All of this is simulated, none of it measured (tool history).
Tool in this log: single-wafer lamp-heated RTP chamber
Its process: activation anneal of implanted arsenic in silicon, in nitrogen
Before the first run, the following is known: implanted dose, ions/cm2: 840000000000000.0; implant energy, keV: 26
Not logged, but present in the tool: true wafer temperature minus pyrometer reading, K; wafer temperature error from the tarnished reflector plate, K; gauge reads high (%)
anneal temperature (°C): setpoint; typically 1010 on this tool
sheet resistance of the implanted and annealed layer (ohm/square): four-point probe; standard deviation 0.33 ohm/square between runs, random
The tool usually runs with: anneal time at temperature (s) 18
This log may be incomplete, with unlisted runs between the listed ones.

run    hour  anneal temperature (°C)  anneal time at temperature (s)  wafers since the last listed run  wafers since the last pyrometer calibration  wafers since the reflector plate was cleaned  hours since the gauge calibration  read-back reference wafer on the same gauge, sheet resistance  sheet resistance of the implanted and annealed layer (ohm/square)
  1     0.0                     1010                              18                                 0                                         4994                                          3064                              495.5                                                         154.95                                                             136.41
       39.9  -- pyrometer window cleaned and pyrometer calibrated
  2    57.9                     1010                              18                               655                                          235                                          3719                              553.4                                                         154.91                                                             136.32
  3    98.0                     1010                              18                               526                                          762                                          4246                              593.5                                                         155.08                                                             136.71
  4   184.4                     1010                              18                              1134                                         1897                                          5380                              679.9                                                         154.94                                                             136.50
  5   290.4                     1010                              18                              1392                                         3289                                          6772                              785.9                                                         154.89                                                             136.33
  6   395.7                     1010                              12                              1382                                         4672                                          8155                              891.2                                                         154.82                                                             138.54
      423.0  -- pyrometer window cleaned and pyrometer calibrated
  7   448.5                     1010                              12                               588                                          334                                          8744                              944.0                                                         155.09                                                             138.33
      689.6  -- reflector plate cleaned
  8   694.9                     1010                              18                              3130                                         3465                                            69                             1190.4                                                         155.07                                                             136.71
  9   789.3                     1010                              18                              1239                                         4705                                          1309                             1284.8                                                         155.03                                                             136.40
 10   862.4                     1010                              18                               959                                         5665                                          2269                             1357.9                                                         154.85                                                             136.35
      877.5  -- pyrometer window cleaned and pyrometer calibrated
 11   925.9                     1010                              18                               728                                          636                                          2998                             1421.4                                                         154.99                                                             136.84
 12   969.2                     1010                              18                               568                                         1204                                          3566                             1464.7                                                         154.96                                                             136.67
 13  1066.1                     1010                              18                              1272                                         2477                                          4839                             1561.6                                                         154.95                                                             136.20
     1107.6  -- gauge calibrated
 14  1122.3                     1010                              18                               738                                         3215                                          5577                               14.7                                                         155.09                                                             136.90
 15  1169.1                     1001                              11                               614                                         3830                                          6192                               61.5                                                         154.89                                                             140.84
 16  1231.7                     1010                              18                               822                                         4652                                          7014                              124.1                                                         155.04                                                             136.36
     1293.7  -- pyrometer window cleaned and pyrometer calibrated
 17  1294.2                      982                              27                               715                                            7                                          7729                              186.6                                                         154.76                                                             138.11
 18  1371.1                     1010                              18                              1009                                         1017                                          8739                              263.5                                                         154.88                                                             136.20
 19  1438.0                     1024                              13                               878                                         1895                                          9618                              330.4                                                         155.09                                                             136.36
 20  1483.6                      986                              12                               598                                         2494                                         10217                              376.0                                                         154.98                                                             142.56
 21  1555.7                     1038                              27                               946                                         3441                                         11164                              448.1                                                         154.98                                                             129.54
     1570.9  -- reflector plate cleaned
 22  1660.4                     1010                              18                              1269                                         4711                                          1175                              552.8                                                         154.96                                                             136.81
     1725.8  -- pyrometer window cleaned and pyrometer calibrated
 23  1744.4                     1010                              18                               998                                          244                                          2173                              636.8                                                         155.01                                                             137.41
 24  1819.7                     1010                              18                               988                                         1233                                          3162                              712.1                                                         154.88                                                             137.17
 25  1860.6                     1018                              13                               537                                         1770                                          3699                              753.0                                                         154.94                                                             137.47
 26  1954.1                      997                               9                              1227                                         2998                                          4927                              846.5                                                         154.97                                                             143.01
 27  2047.7                      994                               8                              1229                                         4227                                          6156                              940.1                                                         154.94                                                             144.44
     2100.9  -- pyrometer window cleaned and pyrometer calibrated
 28  2145.7                      991                              27                              1181                                          588                                          7338                             1038.1                                                         155.08                                                             136.38
 29  2204.9                     1031                              18                               777                                         1366                                          8116                             1097.3                                                         154.96                                                             133.51

5 options for the next run, each taken on its own from the tool as it stands now. Forecast them:
  A  2205.3                     1010                              26                                 5                                         1371                                          8121                             1097.7                                                              ?                                                                  ?
  B  2205.3                      986                              26                                 5                                         1371                                          8121                             1097.7                                                              ?                                                                  ?
  C  2205.3                     1024                               9                                 5                                         1371                                          8121                             1097.7                                                              ?                                                                  ?
  D  2205.3                     1030                              22                                 5                                         1371                                          8121                             1097.7                                                              ?                                                                  ?
  E  2205.3                      996                              25                                 5                                         1371                                          8121                             1097.7                                                              ?                                                                  ?

run  read-back reference wafer on the same gauge, sheet resistance  sheet resistance of the implanted and annealed layer (ohm/square)
  A                                                         155.02                                                             134.14
  B                                                         155.02                                                             137.83
  C                                                         155.02                                                             138.61
  D                                                         155.02                                                             132.46
  E                                                         155.02                                                             136.42
With no hidden state in the tool, these same runs would have given:
run  sheet resistance of the implanted and annealed layer (ohm/square)
  A                                                             134.69
  B                                                             138.52
  C                                                             139.16
  D                                                             132.98
  E                                                             137.04

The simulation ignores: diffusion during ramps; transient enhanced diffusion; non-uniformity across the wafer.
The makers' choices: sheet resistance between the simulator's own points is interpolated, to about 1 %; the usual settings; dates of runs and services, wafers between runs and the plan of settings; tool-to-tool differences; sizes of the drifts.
